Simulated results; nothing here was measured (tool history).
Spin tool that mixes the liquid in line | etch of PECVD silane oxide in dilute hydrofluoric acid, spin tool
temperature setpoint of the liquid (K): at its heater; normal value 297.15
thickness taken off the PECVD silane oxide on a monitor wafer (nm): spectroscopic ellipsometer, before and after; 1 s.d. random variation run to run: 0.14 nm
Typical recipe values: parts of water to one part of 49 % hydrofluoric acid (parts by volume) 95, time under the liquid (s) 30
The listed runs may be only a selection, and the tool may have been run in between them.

run     day  temperature setpoint of the liquid (K)  parts of water to one part of 49 % hydrofluoric acid (parts by volume)  time under the liquid (s)  wafers since the last listed run  hours since the thermometer was replaced  hours since the hydrofluoric acid flow meter was replaced  hours since the gauge calibration  read-back film thickness of the PECVD silane oxide reference wafer, read on the same gauge (nm)  thickness taken off the PECVD silane oxide on a monitor wafer (nm)
  1   0.000                                  297.15                                                                     110                         30                                 0                                     335.4                                                     1052.3                               60.0                                                                                           100.00                                                               10.65
  2   1.304                                  297.15                                                                      95                         30                               306                                     366.7                                                     1083.6                               91.3                                                                                            99.96                                                               12.68
  3   2.217                                  297.15                                                                      95                         30                               214                                     388.6                                                     1105.5                              113.2                                                                                            99.99                                                               12.56
  4   3.062                                  297.15                                                                      95                         30                               198                                     408.9                                                     1125.8                              133.5                                                                                            99.98                                                               12.39
  5   4.029                                  297.15                                                                      95                         30                               227                                     432.1                                                     1149.0                              156.7                                                                                            99.99                                                               12.46
  6   5.346                                  295.65                                                                      95                         30                               309                                     463.7                                                     1180.6                              188.3                                                                                           100.03                                                               11.72
  7   6.046                                  295.65                                                                      95                         30                               164                                     480.5                                                     1197.4                              205.1                                                                                            99.97                                                               11.75
  8   7.175                                  297.15                                                                      95                         30                               265                                     507.6                                                     1224.5                              232.2                                                                                           100.03                                                               12.33
  9   7.988                                  297.15                                                                      95                         30                               190                                     527.1                                                     1244.0                              251.7                                                                                           100.00                                                               12.26
 10   9.433                                  297.15                                                                      95                         30                               339                                     561.8                                                     1278.7                              286.4                                                                                           100.06                                                               12.37
 11  10.367                                  297.15                                                                      95                         30                               219                                     584.2                                                     1301.1                              308.8                                                                                           100.00                                                               12.24
 12  11.712                                  297.15                                                                      95                         20                               316                                     616.5                                                     1333.4                              341.1                                                                                            99.99                                                                7.98
 13  12.700                                  297.15                                                                      95                         20                               231                                     640.2                                                     1357.1                              364.8                                                                                           100.01                                                                8.14
 14  13.308                                  297.15                                                                      95                         30                               142                                     654.8                                                     1371.7                              379.4                                                                                            99.99                                                               12.36
 15  13.854                                  297.15                                                                      95                         30                               128                                     667.9                                                     1384.8                              392.5                                                                                            99.97                                                               12.28
 16  14.912                                  297.15                                                                      95                         30                               248                                     693.3                                                     1410.2                              417.9                                                                                            99.96                                                               12.08
     15.421  -- hydrofluoric acid flow meter replaced
 17  15.942                                  300.65                                                                     125                         20                               231                                     718.0                                                       12.5                              442.6                                                                                           100.00                                                                7.70
 18  16.625                                  295.15                                                                     120                         30                               160                                     734.4                                                       28.9                              459.0                                                                                            99.98                                                                9.99
 19  17.492                                  295.65                                                                      95                         30                               203                                     755.2                                                       49.7                              479.8                                                                                            99.96                                                               13.22
 20  18.342                                  300.15                                                                      95                         20                               199                                     775.6                                                       70.1                              500.2                                                                                           100.06                                                               10.72
 21  19.008                                  295.15                                                                      95                         30                               156                                     791.6                                                       86.1                              516.2                                                                                            99.96                                                               12.65
 22  20.492                                  298.65                                                                      75                         45                               348                                     827.2                                                      121.7                              551.8                                                                                           100.06                                                               28.47
 23  21.096                                  292.15                                                                      95                         30                               141                                     841.7                                                      136.2                              566.3                                                                                           100.06                                                               11.21
 24  21.704                                  297.15                                                                      95                         30                               142                                     856.3                                                      150.8                              580.9                                                                                            99.98                                                               13.83
     21.767  -- gauge calibrated
 25  24.012                                  297.15                                                                      80                         40                               542                                     911.7                                                      206.2                               53.9                                                                                           100.01                                                               22.51
 26  25.033                                  297.15                                                                      65                         15                               239                                     936.2                                                      230.7                               78.4                                                                                            99.96                                                               10.35
     25.775  -- thermometer replaced
 27  25.946                                  300.15                                                                      95                         30                               204                                       4.1                                                      252.6                              100.3                                                                                           100.03                                                               15.16
 28  27.021                                  297.15                                                                      60                         30                               252                                      29.9                                                      278.4                              126.1                                                                                           100.04                                                               22.97
 29  28.129                                  297.15                                                                      95                         30                               260                                      56.5                                                      305.0                              152.7                                                                                            99.96                                                               13.64
 30  28.900                                  297.15                                                                      95                         35                               181                                      75.0                                                      323.5                              171.2                                                                                           100.01                                                               16.00
 31  30.304                                  297.15                                                                      55                         30                               329                                     108.7                                                      357.2                              204.9                                                                                            99.96                                                               24.37
 32  31.642                                  299.65                                                                     145                         30                               314                                     140.8                                                      389.3                              237.0                                                                                           100.01                                                                9.20
 33  32.192                                  297.15                                                                      60                         30                               129                                     154.0                                                      402.5                              250.2                                                                                           100.02                                                               22.25
 34  33.379                                  293.65                                                                      75                         15                               278                                     182.5                                                      431.0                              278.7                                                                                            99.96                                                                7.54

List, for all runs, the conditions of the tool that the log does not record:
liquid colder than its thermometer reads (K): 0 across all the runs
gauge reads high (%): 0 across all the runs
H1: hydrofluoric acid flow below the setpoint (%)
run     H1
  1   9.87
  2   10.1
  3   10.3
  4   10.5
  5   10.7
  6     11
  7   11.1
  8   11.4
  9   11.5
 10   11.8
 11     12
 12   12.3
 13   12.5
 14   12.6
 15   12.7
 16     13
 17  0.875
 18   1.02
 19    1.2
 20   1.37
 21   1.51
 22   1.82
 23   1.94
 24   2.07
 25   2.54
 26   2.76
 27   2.94
 28   3.17
 29    3.4
 30   3.56
 31   3.85
 32   4.12
 33   4.24
 34   4.48
